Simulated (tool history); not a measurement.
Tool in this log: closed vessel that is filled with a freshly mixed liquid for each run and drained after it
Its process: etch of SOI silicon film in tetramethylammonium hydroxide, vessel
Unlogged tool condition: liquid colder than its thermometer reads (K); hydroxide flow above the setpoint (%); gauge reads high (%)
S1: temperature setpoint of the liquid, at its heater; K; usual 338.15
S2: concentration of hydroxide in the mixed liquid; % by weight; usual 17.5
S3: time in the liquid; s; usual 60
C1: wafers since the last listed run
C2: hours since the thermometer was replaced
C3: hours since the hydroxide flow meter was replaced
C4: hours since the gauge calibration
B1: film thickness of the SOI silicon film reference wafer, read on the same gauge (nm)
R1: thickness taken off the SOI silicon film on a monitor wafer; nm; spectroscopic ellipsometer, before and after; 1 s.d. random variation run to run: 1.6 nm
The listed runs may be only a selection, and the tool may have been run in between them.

run   hour      S1    S2  S3    C1      C2      C3     C4      B1      R1
  1    0.0  342.65  17.5  35     0   891.8   978.9   21.3  149.96  162.68
  2   18.0  342.65  17.5  35  1647   909.8   996.9   39.3  150.01  163.80
  3   67.7  338.15  14.5  60  4549   959.5  1046.6   89.0  150.03  228.04
  4   79.3  338.15  14.5  60  1061   971.1  1058.2  100.6  150.05  223.77
  5   89.2  338.15  14.5  60   906   981.0  1068.1  110.5  150.00  225.28
  6   97.9  338.15  20.5  60   796   989.7  1076.8  119.2  150.04  196.49
  7  113.9  331.65  17.5  85  1464  1005.7  1092.8  135.2  150.05  195.99
  8  120.9  338.15  17.5  60   640  1012.7  1099.8  142.2  150.06  208.72
  9  129.8  344.65  15.0  60   814  1021.6  1108.7  151.1  150.03  323.68
 10  139.8  338.15  17.5  60   915  1031.6  1118.7  161.1  150.01  208.14
     147.2  -- thermometer replaced
 11  149.9  338.15  17.5  35   832     2.7  1128.8  171.2  150.01  143.13
     154.6  -- gauge calibrated
     158.1  -- hydroxide flow meter replaced
 12  159.0  338.15  17.5  60   741    11.8     0.9    4.4  150.03  244.21
 13  175.5  344.15  15.5  60  1510    28.3    17.4   20.9  150.00  364.67
 14  185.7  338.15  17.5  95   933    38.5    27.6   31.1  149.98  383.00
 15  203.0  342.15  22.5  60  1583    55.8    44.9   48.4  149.99  273.04
 16  218.4  341.65  20.5  60  1409    71.2    60.3   63.8  149.97  280.21
 17  225.4  338.15  17.5  45   640    78.2    67.3   70.8  149.95  183.50

Forecast each of these 3 alternatives for the next run:
  A  226.1  335.65  17.5  60  64  78.9  68.0  71.5   ?   ?
  B  226.1  333.65  12.5  30  64  78.9  68.0  71.5   ?   ?
  C  226.1  343.65  17.5  60  64  78.9  68.0  71.5   ?   ?

run      B1      R1
  A  150.02  208.59
  B  150.02  106.43
  C  150.02  337.37
Stripped of hidden state, with their random variation kept, the same runs would have yielded:
run      R1
  A  214.96
  B  109.72
  C  347.20

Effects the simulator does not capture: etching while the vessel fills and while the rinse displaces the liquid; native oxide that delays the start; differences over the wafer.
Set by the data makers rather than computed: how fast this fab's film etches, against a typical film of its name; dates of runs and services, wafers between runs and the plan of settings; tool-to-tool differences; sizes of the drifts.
